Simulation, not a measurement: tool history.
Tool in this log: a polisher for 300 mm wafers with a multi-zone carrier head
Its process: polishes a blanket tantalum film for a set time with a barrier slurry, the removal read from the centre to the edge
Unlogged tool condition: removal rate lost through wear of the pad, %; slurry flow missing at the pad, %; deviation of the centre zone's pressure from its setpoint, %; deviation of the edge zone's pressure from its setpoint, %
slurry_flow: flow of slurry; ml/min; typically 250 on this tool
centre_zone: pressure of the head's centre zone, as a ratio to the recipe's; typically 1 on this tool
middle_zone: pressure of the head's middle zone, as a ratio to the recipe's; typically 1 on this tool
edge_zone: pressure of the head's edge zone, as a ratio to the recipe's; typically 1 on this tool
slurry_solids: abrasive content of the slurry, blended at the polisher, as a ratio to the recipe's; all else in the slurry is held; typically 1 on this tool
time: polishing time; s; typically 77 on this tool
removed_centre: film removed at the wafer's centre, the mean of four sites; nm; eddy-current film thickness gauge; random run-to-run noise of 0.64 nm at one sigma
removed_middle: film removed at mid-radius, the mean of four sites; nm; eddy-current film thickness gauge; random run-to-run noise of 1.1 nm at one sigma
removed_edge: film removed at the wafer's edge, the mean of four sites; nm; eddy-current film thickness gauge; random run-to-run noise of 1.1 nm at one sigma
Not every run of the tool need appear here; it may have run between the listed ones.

| run | day | slurry_flow | centre_zone | middle_zone | edge_zone | slurry_solids | time | wafers since the last listed run | wafers polished on this pad | hours since the slurry nozzle was cleaned | hours since the centre zone pressure was calibrated | hours since the edge zone pressure was calibrated | hours since the carrier head's membrane was replaced | incoming thickness of the incoming film, nm | removed_centre | removed_middle | removed_edge |
|---|---|---|---|---|---|---|---|---|---|---|---|---|---|---|---|---|---|
| 1 | 0 | 250 | 0.95 | 1 | 1 | 1 | 77 | 0 | 262 | 67.3 | 113.5 | 640.2 | 1227 | 349.9 | 91.5 | 100.1 | 99 |
| 2 | 1.546 | 250 | 0.95 | 1 | 1 | 1 | 77 | 327 | 590 | 104.4 | 150.6 | 677.3 | 1264.1 | 348.8 | 90.7 | 100.7 | 98.5 |
| 3 | 3.379 | 250 | 1 | 1 | 1 | 1 | 77 | 388 | 979 | 148.4 | 194.6 | 721.3 | 1308.1 | 348.1 | 93.8 | 101.1 | 100.6 |
| 4 | 5.825 | 250 | 1 | 1 | 1 | 1 | 77 | 518 | 1497 | 207.1 | 253.3 | 780 | 1366.8 | 357 | 93.4 | 98.6 | 100.7 |
|  | 6.538 | worn pad replaced by a new one |
| 5 | 9.125 | 250 | 1 | 1 | 1 | 1 | 77 | 664 | 548 | 286.3 | 332.5 | 859.2 | 1446 | 352.7 | 93.9 | 99.4 | 100.8 |
|  | 10.892 | centre zone pressure recalibrated |
|  | 13.633 | slurry nozzle cleaned |
|  | 14.946 | worn pad replaced by a new one |
| 6 | 15.425 | 250 | 1 | 1.08 | 1 | 1 | 68 | 1274 | 101 | 43 | 108.8 | 1010.4 | 1597.2 | 349.3 | 83.7 | 94.9 | 86.7 |
| 7 | 18.746 | 250 | 1 | 1.08 | 1 | 1 | 68 | 704 | 805 | 122.7 | 188.5 | 1090.1 | 1676.9 | 348.1 | 82.6 | 93.7 | 87.9 |
|  | 20.4 | carrier head's membrane replaced by a new one |
| 8 | 23.042 | 325 | 0.96 | 1 | 1 | 1 | 77 | 866 | 1672 | 225.8 | 291.6 | 1193.2 | 63.4 | 345.7 | 91.4 | 104.2 | 101.4 |
|  | 23.712 | worn pad replaced by a new one |
|  | 26.208 | centre zone pressure recalibrated |
| 9 | 27.375 | 250 | 1 | 0.9 | 1.09 | 1 | 77 | 865 | 758 | 329.8 | 28 | 1297.2 | 167.4 | 355.5 | 96.7 | 93.1 | 104.5 |
|  | 30.362 | slurry nozzle cleaned |
| 10 | 30.717 | 190 | 1.1 | 0.96 | 1 | 1 | 66 | 699 | 1458 | 8.5 | 108.2 | 1377.4 | 247.6 | 351.5 | 85.5 | 81 | 82.9 |
|  | 33.204 | worn pad replaced by a new one |
|  | 33.621 | edge zone pressure recalibrated |
| 11 | 33.762 | 250 | 1.06 | 1.08 | 1.09 | 1 | 77 | 592 | 100 | 81.6 | 181.3 | 3.4 | 320.7 | 353.9 | 98.2 | 107.1 | 103.7 |
| 12 | 36.738 | 285 | 1 | 1 | 1 | 1 | 101 | 630 | 731 | 153 | 252.7 | 74.8 | 392.1 | 349.1 | 121.3 | 134.7 | 131.9 |
| 13 | 41.138 | 285 | 1 | 1 | 1 | 1 | 101 | 933 | 1664 | 258.6 | 358.3 | 180.4 | 497.7 | 349.5 | 122.4 | 132.8 | 130.4 |
|  | 43.146 | worn pad replaced by a new one |
|  | 43.496 | centre zone pressure recalibrated |
| 14 | 43.858 | 250 | 0.95 | 1 | 1 | 1 | 77 | 523 | 133 | 323.9 | 8.7 | 245.7 | 563 | 353.6 | 93.5 | 99.9 | 100.1 |

Consider 5 possible next runs. They are alternatives, not a sequence: every one starts from the tool as it was left by run 14. What does each give?
| A | 43.879 | 250 | 1 | 1 | 1 | 0.8 | 77 | 4 | 138 | 324.4 | 9.2 | 246.2 | 563.5 | 349.4 | ? | ? | ? |
| B | 43.879 | 250 | 1.1 | 1 | 1 | 1.15 | 77 | 4 | 138 | 324.4 | 9.2 | 246.2 | 563.5 | 349.4 | ? | ? | ? |
| C | 43.879 | 280 | 0.96 | 0.89 | 1.06 | 1 | 77 | 4 | 138 | 324.4 | 9.2 | 246.2 | 563.5 | 349.4 | ? | ? | ? |
| D | 43.879 | 220 | 1 | 1 | 1 | 1 | 77 | 4 | 138 | 324.4 | 9.2 | 246.2 | 563.5 | 349.4 | ? | ? | ? |
| E | 43.879 | 250 | 1 | 1 | 0.93 | 0.75 | 77 | 4 | 138 | 324.4 | 9.2 | 246.2 | 563.5 | 349.4 | ? | ? | ? |

| run | removed_centre | removed_middle | removed_edge |
|---|---|---|---|
| A | 93.1 | 95.1 | 94.6 |
| B | 113.4 | 105.2 | 104.7 |
| C | 96.7 | 93.3 | 104.8 |
| D | 97.5 | 99.8 | 99.7 |
| E | 91.2 | 93.2 | 89.9 |
Without the tool's hidden state the same runs would have given:
| run | removed_centre | removed_middle | removed_edge |
|---|---|---|---|
| A | 93.5 | 95.1 | 94.6 |
| B | 114 | 105.2 | 104.7 |
| C | 97.2 | 93.3 | 104.8 |
| D | 98 | 99.8 | 99.7 |
| E | 91.6 | 93.2 | 89.9 |
